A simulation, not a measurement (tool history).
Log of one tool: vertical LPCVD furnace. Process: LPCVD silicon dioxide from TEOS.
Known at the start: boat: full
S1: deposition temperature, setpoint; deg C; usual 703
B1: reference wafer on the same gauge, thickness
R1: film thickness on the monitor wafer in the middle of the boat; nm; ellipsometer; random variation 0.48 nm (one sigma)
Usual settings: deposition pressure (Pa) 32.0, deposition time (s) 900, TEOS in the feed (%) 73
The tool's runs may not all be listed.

run 1 hour=0.0 | S1=703 deposition_pressure_(Pa)=32.0 deposition_time_(s)=900 TEOS_in_the_feed_(%)=73 | B1=116.08 | R1=101.20
run 2 hour=23.8 | S1=703 deposition_pressure_(Pa)=32.0 deposition_time_(s)=900 TEOS_in_the_feed_(%)=73 | B1=116.07 | R1=101.34
run 3 hour=59.3 | S1=703 deposition_pressure_(Pa)=32.0 deposition_time_(s)=900 TEOS_in_the_feed_(%)=73 | B1=115.96 | R1=101.90
run 4 hour=93.6 | S1=703 deposition_pressure_(Pa)=32.0 deposition_time_(s)=900 TEOS_in_the_feed_(%)=73 | B1=115.96 | R1=101.84
run 5 hour=121.1 | S1=703 deposition_pressure_(Pa)=32.0 deposition_time_(s)=900 TEOS_in_the_feed_(%)=73 | B1=116.24 | R1=102.02
run 6 hour=151.2 | S1=703 deposition_pressure_(Pa)=32.0 deposition_time_(s)=900 TEOS_in_the_feed_(%)=73 | B1=115.89 | R1=101.75
run 7 hour=179.0 | S1=703 deposition_pressure_(Pa)=32.0 deposition_time_(s)=900 TEOS_in_the_feed_(%)=73 | B1=116.10 | R1=100.96
run 8 hour=192.9 | S1=703 deposition_pressure_(Pa)=32.0 deposition_time_(s)=900 TEOS_in_the_feed_(%)=73 | B1=116.05 | R1=102.33
-- hour=236.0 thermocouples replaced and temperature profile calibrated
-- hour=249.5 pressure gauge zeroed
run 9 hour=250.0 | S1=703 deposition_pressure_(Pa)=32.0 deposition_time_(s)=900 TEOS_in_the_feed_(%)=73 | B1=115.92 | R1=102.01
run 10 hour=253.2 | S1=703 deposition_pressure_(Pa)=32.0 deposition_time_(s)=900 TEOS_in_the_feed_(%)=80 | B1=115.88 | R1=106.40
run 11 hour=256.7 | S1=703 deposition_pressure_(Pa)=32.0 deposition_time_(s)=900 TEOS_in_the_feed_(%)=80 | B1=116.07 | R1=107.14
run 12 hour=287.1 | S1=703 deposition_pressure_(Pa)=32.0 deposition_time_(s)=900 TEOS_in_the_feed_(%)=80 | B1=115.98 | R1=107.05
run 13 hour=303.4 | S1=703 deposition_pressure_(Pa)=32.0 deposition_time_(s)=900 TEOS_in_the_feed_(%)=73 | B1=116.01 | R1=101.08
run 14 hour=321.1 | S1=703 deposition_pressure_(Pa)=32.0 deposition_time_(s)=900 TEOS_in_the_feed_(%)=73 | B1=116.03 | R1=101.60
run 15 hour=354.6 | S1=694 deposition_pressure_(Pa)=24.7 deposition_time_(s)=900 TEOS_in_the_feed_(%)=73 | B1=115.95 | R1=71.99
-- hour=375.8 gauge calibrated
-- hour=391.1 TEOS flow controller replaced
run 16 hour=391.6 | S1=714 deposition_pressure_(Pa)=34.7 deposition_time_(s)=900 TEOS_in_the_feed_(%)=64 | B1=115.80 | R1=127.81
run 17 hour=394.8 | S1=703 deposition_pressure_(Pa)=32.0 deposition_time_(s)=900 TEOS_in_the_feed_(%)=73 | B1=116.03 | R1=101.95
run 18 hour=415.6 | S1=703 deposition_pressure_(Pa)=32.0 deposition_time_(s)=900 TEOS_in_the_feed_(%)=73 | B1=116.17 | R1=102.45
run 19 hour=441.7 | S1=703 deposition_pressure_(Pa)=32.0 deposition_time_(s)=900 TEOS_in_the_feed_(%)=63 | B1=115.80 | R1=94.33
run 20 hour=471.6 | S1=703 deposition_pressure_(Pa)=32.0 deposition_time_(s)=1050 TEOS_in_the_feed_(%)=84 | B1=115.97 | R1=126.83
run 21 hour=496.4 | S1=699 deposition_pressure_(Pa)=24.7 deposition_time_(s)=1170 TEOS_in_the_feed_(%)=77 | B1=116.08 | R1=109.10
run 22 hour=509.8 | S1=711 deposition_pressure_(Pa)=32.0 deposition_time_(s)=1200 TEOS_in_the_feed_(%)=73 | B1=116.02 | R1=163.01
run 23 hour=525.1 | S1=703 deposition_pressure_(Pa)=32.0 deposition_time_(s)=900 TEOS_in_the_feed_(%)=73 | B1=116.00 | R1=102.11
run 24 hour=620.1 | S1=703 deposition_pressure_(Pa)=30.0 deposition_time_(s)=900 TEOS_in_the_feed_(%)=84 | B1=116.03 | R1=105.47
run 25 hour=633.7 | S1=703 deposition_pressure_(Pa)=32.0 deposition_time_(s)=570 TEOS_in_the_feed_(%)=77 | B1=115.93 | R1=66.30
run 26 hour=653.5 | S1=711 deposition_pressure_(Pa)=29.3 deposition_time_(s)=900 TEOS_in_the_feed_(%)=73 | B1=115.96 | R1=116.48
run 27 hour=668.7 | S1=699 deposition_pressure_(Pa)=29.3 deposition_time_(s)=1020 TEOS_in_the_feed_(%)=73 | B1=116.03 | R1=101.14

Run 28 comes next. What will it give?
run 28 hour=686.0 | S1=703 deposition_pressure_(Pa)=32.0 deposition_time_(s)=690 TEOS_in_the_feed_(%)=65 | B1=? | R1=?

Run 28 gave B1 115.88, R1 74.13 nm.
Without the tool's hidden state the same run would have given R1 74.13 nm.

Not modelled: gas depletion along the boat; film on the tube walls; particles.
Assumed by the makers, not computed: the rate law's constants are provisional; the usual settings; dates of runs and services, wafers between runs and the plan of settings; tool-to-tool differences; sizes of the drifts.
